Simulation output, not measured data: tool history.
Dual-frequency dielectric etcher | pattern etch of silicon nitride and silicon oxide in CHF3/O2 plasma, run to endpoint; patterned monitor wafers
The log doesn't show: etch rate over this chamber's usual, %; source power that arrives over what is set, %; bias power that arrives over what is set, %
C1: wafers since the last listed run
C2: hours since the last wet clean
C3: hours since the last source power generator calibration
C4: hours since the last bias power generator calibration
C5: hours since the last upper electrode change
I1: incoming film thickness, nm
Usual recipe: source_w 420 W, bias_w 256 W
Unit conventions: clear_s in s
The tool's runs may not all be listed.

{"run": 1, "hour": 0.0, "source_w": 420, "bias_w": 256, "C1": 0, "C2": 329.4, "C3": 1844.4, "C4": 3130.7, "C5": 3596.9, "I1": 260.9, "clear_s": 168.1}
{"run": 2, "hour": 11.2, "source_w": 340, "bias_w": 276, "C1": 60, "C2": 340.6, "C3": 1855.6, "C4": 3141.9, "C5": 3608.1, "I1": 262, "clear_s": 175.4}
{"run": 3, "hour": 23.0, "source_w": 420, "bias_w": 296, "C1": 63, "C2": 352.4, "C3": 1867.4, "C4": 3153.7, "C5": 3619.9, "I1": 263.2, "clear_s": 158.7}
{"run": 4, "hour": 40.8, "source_w": 420, "bias_w": 256, "C1": 95, "C2": 370.2, "C3": 1885.2, "C4": 3171.5, "C5": 3637.7, "I1": 264.3, "clear_s": 169.2}
{"run": 5, "hour": 58.4, "source_w": 420, "bias_w": 256, "C1": 94, "C2": 387.8, "C3": 1902.8, "C4": 3189.1, "C5": 3655.3, "I1": 260.7, "clear_s": 168.1}
{"run": 6, "hour": 65.1, "source_w": 420, "bias_w": 256, "C1": 36, "C2": 394.5, "C3": 1909.5, "C4": 3195.8, "C5": 3662, "I1": 261.4, "clear_s": 166.5}
{"run": 7, "hour": 75.4, "source_w": 420, "bias_w": 256, "C1": 55, "C2": 404.8, "C3": 1919.8, "C4": 3206.1, "C5": 3672.3, "I1": 263.1, "clear_s": 169.6}
{"run": 8, "hour": 84.9, "source_w": 420, "bias_w": 256, "C1": 51, "C2": 414.3, "C3": 1929.3, "C4": 3215.6, "C5": 3681.8, "I1": 262.2, "clear_s": 168.7}
{"run": 9, "hour": 98.4, "source_w": 420, "bias_w": 256, "C1": 72, "C2": 427.8, "C3": 1942.8, "C4": 3229.1, "C5": 3695.3, "I1": 263.6, "clear_s": 169.1}
{"hour": 111.8, "done": "source power generator calibrated"}
{"hour": 130.7, "done": "upper electrode replaced"}
{"hour": 146.3, "done": "wet clean of the chamber"}
{"run": 10, "hour": 146.8, "source_w": 440, "bias_w": 235, "C1": 53, "C2": 0.5, "C3": 35, "C4": 3277.5, "C5": 16.1, "I1": 263.3, "clear_s": 181.1}
{"run": 11, "hour": 147.2, "source_w": 440, "bias_w": 235, "C1": 2, "C2": 0.9, "C3": 35.4, "C4": 3277.9, "C5": 16.5, "I1": 262.1, "clear_s": 178.3}
{"run": 12, "hour": 147.6, "source_w": 420, "bias_w": 256, "C1": 2, "C2": 1.3, "C3": 35.8, "C4": 3278.3, "C5": 16.9, "I1": 263.2, "clear_s": 176.3}
{"run": 13, "hour": 148.8, "source_w": 420, "bias_w": 256, "C1": 6, "C2": 2.5, "C3": 37, "C4": 3279.5, "C5": 18.1, "I1": 263.8, "clear_s": 176.7}
{"run": 14, "hour": 163.8, "source_w": 420, "bias_w": 256, "C1": 80, "C2": 17.5, "C3": 52, "C4": 3294.5, "C5": 33.1, "I1": 261.6, "clear_s": 174.1}
{"run": 15, "hour": 177.3, "source_w": 420, "bias_w": 256, "C1": 72, "C2": 31, "C3": 65.5, "C4": 3308, "C5": 46.6, "I1": 263.5, "clear_s": 175.6}
{"run": 16, "hour": 185.4, "source_w": 420, "bias_w": 256, "C1": 43, "C2": 39.1, "C3": 73.6, "C4": 3316.1, "C5": 54.7, "I1": 263.1, "clear_s": 175.3}
{"run": 17, "hour": 193.8, "source_w": 420, "bias_w": 256, "C1": 45, "C2": 47.5, "C3": 82, "C4": 3324.5, "C5": 63.1, "I1": 264.1, "clear_s": 176.5}
{"run": 18, "hour": 209.2, "source_w": 520, "bias_w": 256, "C1": 82, "C2": 62.9, "C3": 97.4, "C4": 3339.9, "C5": 78.5, "I1": 263.8, "clear_s": 162.2}
{"run": 19, "hour": 217.4, "source_w": 480, "bias_w": 309, "C1": 44, "C2": 71.1, "C3": 105.6, "C4": 3348.1, "C5": 86.7, "I1": 262.6, "clear_s": 152.3}
{"run": 20, "hour": 223.4, "source_w": 380, "bias_w": 210, "C1": 32, "C2": 77.1, "C3": 111.6, "C4": 3354.1, "C5": 92.7, "I1": 261.9, "clear_s": 197.2}
{"run": 21, "hour": 233.4, "source_w": 340, "bias_w": 276, "C1": 53, "C2": 87.1, "C3": 121.6, "C4": 3364.1, "C5": 102.7, "I1": 264.6, "clear_s": 182}
{"run": 22, "hour": 240.2, "source_w": 460, "bias_w": 314, "C1": 36, "C2": 93.9, "C3": 128.4, "C4": 3370.9, "C5": 109.5, "I1": 263.5, "clear_s": 155.1}
{"run": 23, "hour": 246.4, "source_w": 360, "bias_w": 194, "C1": 33, "C2": 100.1, "C3": 134.6, "C4": 3377.1, "C5": 115.7, "I1": 260.6, "clear_s": 202.4}
{"run": 24, "hour": 258.4, "source_w": 340, "bias_w": 276, "C1": 64, "C2": 112.1, "C3": 146.6, "C4": 3389.1, "C5": 127.7, "I1": 260.7, "clear_s": 179.6}
{"run": 25, "hour": 267.2, "source_w": 460, "bias_w": 256, "C1": 47, "C2": 120.9, "C3": 155.4, "C4": 3397.9, "C5": 136.5, "I1": 264.6, "clear_s": 168.5}
{"run": 26, "hour": 273.9, "source_w": 420, "bias_w": 256, "C1": 36, "C2": 127.6, "C3": 162.1, "C4": 3404.6, "C5": 143.2, "I1": 264.5, "clear_s": 174.1}
{"hour": 279.6, "done": "bias power generator calibrated"}
{"run": 27, "hour": 289.7, "source_w": 450, "bias_w": 194, "C1": 63, "C2": 143.4, "C3": 177.9, "C4": 10.1, "C5": 159, "I1": 260.8, "clear_s": 188.7}
{"run": 28, "hour": 298.8, "source_w": 420, "bias_w": 230, "C1": 48, "C2": 152.5, "C3": 187, "C4": 19.2, "C5": 168.1, "I1": 266.7, "clear_s": 184.9}

What does the tool deliver on the next run?
{"run": 29, "hour": 311.6, "source_w": 420, "bias_w": 256, "C1": 68, "C2": 165.3, "C3": 199.8, "C4": 32, "C5": 180.9, "I1": 262.9, "clear_s": "?"}

{"run 29": {"clear_s": 171.9}}
Minus the tool's unlogged condition, the same run would have read clear_s 175.2 s.
